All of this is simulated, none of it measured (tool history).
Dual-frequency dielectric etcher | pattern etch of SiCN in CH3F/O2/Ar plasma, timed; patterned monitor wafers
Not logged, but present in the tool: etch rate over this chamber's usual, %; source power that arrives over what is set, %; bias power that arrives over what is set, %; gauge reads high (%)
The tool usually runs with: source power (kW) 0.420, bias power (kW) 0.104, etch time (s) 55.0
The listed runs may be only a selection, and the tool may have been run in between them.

run	hour	source power (kW)	bias power (kW)	etch time (s)	wafers since the last listed run	hours since the last wet clean	hours since the last source power generator calibration	hours since the last bias power generator calibration	hours since the last upper electrode change	hours since the gauge calibration	read-back reference wafer on the same gauge, depth_nm	mean etch depth across the wafer (nm)
1	0.0	0.420	0.104	55.0	0	218.3	3246.0	95.2	3971.7	1626.3	31.68	27.07
2	64.0	0.420	0.104	55.0	982	282.3	3310.0	159.2	4035.7	1690.3	31.72	26.78
3	102.0	0.420	0.104	55.0	583	320.3	3348.0	197.2	4073.7	1728.3	31.75	26.97
4	143.0	0.420	0.104	55.0	629	361.3	3389.0	238.2	4114.7	1769.3	31.72	27.28
5	212.9	0.420	0.104	55.0	1072	431.2	3458.9	308.1	4184.6	1839.2	31.74	27.25
# hour 273.1: wet clean of the chamber
6	273.6	0.420	0.097	55.0	563	0.5	3519.6	368.8	4245.3	1899.9	31.81	26.47
7	320.0	0.420	0.085	55.0	712	46.9	3566.0	415.2	4291.7	1946.3	31.83	25.33
# hour 336.5: gauge calibrated
# hour 355.5: source power generator calibrated
8	388.6	0.380	0.123	55.0	991	115.5	33.1	483.8	4360.3	52.1	30.39	26.27
9	423.1	0.500	0.084	39.5	529	150.0	67.6	518.3	4394.8	86.6	30.47	18.62
10	494.3	0.360	0.121	66.0	1092	221.2	138.8	589.5	4466.0	157.8	30.54	31.30
11	549.9	0.420	0.115	55.0	853	276.8	194.4	645.1	4521.6	213.4	30.73	27.07
# hour 598.4: upper electrode replaced
12	613.3	0.420	0.104	45.0	604	340.2	257.8	708.5	14.9	276.8	30.85	21.54
13	649.2	0.420	0.126	60.0	551	376.1	293.7	744.4	50.8	312.7	30.83	30.73
14	686.6	0.460	0.080	65.0	574	413.5	331.1	781.8	88.2	350.1	30.91	29.50
15	748.5	0.420	0.128	55.0	950	475.4	393.0	843.7	150.1	412.0	30.95	28.44
16	787.0	0.370	0.119	40.5	590	513.9	431.5	882.2	188.6	450.5	30.98	19.53
17	825.1	0.420	0.104	55.0	584	552.0	469.6	920.3	226.7	488.6	31.05	26.40

For run 18, what comes out?
# hour 855.6: wet clean of the chamber
18	856.1	0.420	0.111	55.0	107	0.5	500.6	951.3	257.7	519.6	?	?

For run 18 the tool returned read-back reference wafer on the same gauge, depth_nm 31.17, mean etch depth across the wafer (nm) 26.83.
With no hidden state in the tool, this same run would have given mean etch depth across the wafer (nm) 26.13.

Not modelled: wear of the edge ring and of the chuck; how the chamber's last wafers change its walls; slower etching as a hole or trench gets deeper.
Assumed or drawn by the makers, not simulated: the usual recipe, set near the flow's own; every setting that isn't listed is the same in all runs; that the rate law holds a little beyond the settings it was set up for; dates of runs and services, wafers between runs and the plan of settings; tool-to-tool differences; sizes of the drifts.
